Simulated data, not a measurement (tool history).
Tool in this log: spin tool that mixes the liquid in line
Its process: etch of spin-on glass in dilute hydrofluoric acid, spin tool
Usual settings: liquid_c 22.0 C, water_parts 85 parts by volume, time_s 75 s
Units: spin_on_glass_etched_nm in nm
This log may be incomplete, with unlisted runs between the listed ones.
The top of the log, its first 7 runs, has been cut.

run,hour,liquid_c,water_parts,time_s,"read-back film thickness of the spin-on glass reference wafer, read on the same gauge (nm)",spin_on_glass_etched_nm
8,463.2,22.0,85,75,60.03,33.01
9,558.5,22.0,85,75,60.01,32.96
10,613.4,22.0,85,75,59.98,32.94
11,652.5,24.0,85,75,60.02,35.36
# hour 678.9: hydrofluoric acid flow meter replaced
12,691.1,22.0,85,75,60.01,34.52
13,778.9,22.0,85,75,60.00,33.98
14,879.5,22.0,85,75,59.99,33.54
15,922.1,22.0,85,75,59.99,33.65
16,980.9,17.5,50,75,60.01,49.07
17,1041.9,22.0,95,60,60.01,23.87
18,1135.2,20.0,85,90,59.99,36.26
19,1175.0,22.0,85,30,60.00,13.25
20,1225.8,22.0,85,75,60.04,33.37
21,1263.3,26.5,85,75,59.98,40.07
22,1306.1,22.0,70,75,59.97,40.60
# hour 1321.9: thermometer replaced
23,1346.5,24.0,125,30,60.02,9.57
# hour 1428.1: gauge calibrated
24,1440.2,22.0,85,75,59.98,34.11
25,1524.6,22.0,85,105,60.01,46.63
26,1583.9,19.0,85,75,59.99,29.46
27,1639.0,19.0,55,35,60.00,21.86
28,1763.4,19.0,55,35,60.01,21.80
29,1856.3,22.0,85,75,59.99,32.61
# hour 1892.8: hydrofluoric acid flow meter replaced
30,1963.5,22.0,85,75,60.01,33.87

Each row is a separate what-if for the run after 30, all from the same tool condition, not one after another. Results?
A,1963.9,22.0,85,75,?,?
B,1963.9,22.0,55,110,?,?
C,1963.9,22.0,55,95,?,?

run,"read-back film thickness of the spin-on glass reference wafer, read on the same gauge (nm)",spin_on_glass_etched_nm
A,59.97,33.64
B,59.97,79.08
C,59.97,68.30
Without the tool's hidden state the same runs would have given:
run,spin_on_glass_etched_nm
A,34.84
B,81.93
C,70.76

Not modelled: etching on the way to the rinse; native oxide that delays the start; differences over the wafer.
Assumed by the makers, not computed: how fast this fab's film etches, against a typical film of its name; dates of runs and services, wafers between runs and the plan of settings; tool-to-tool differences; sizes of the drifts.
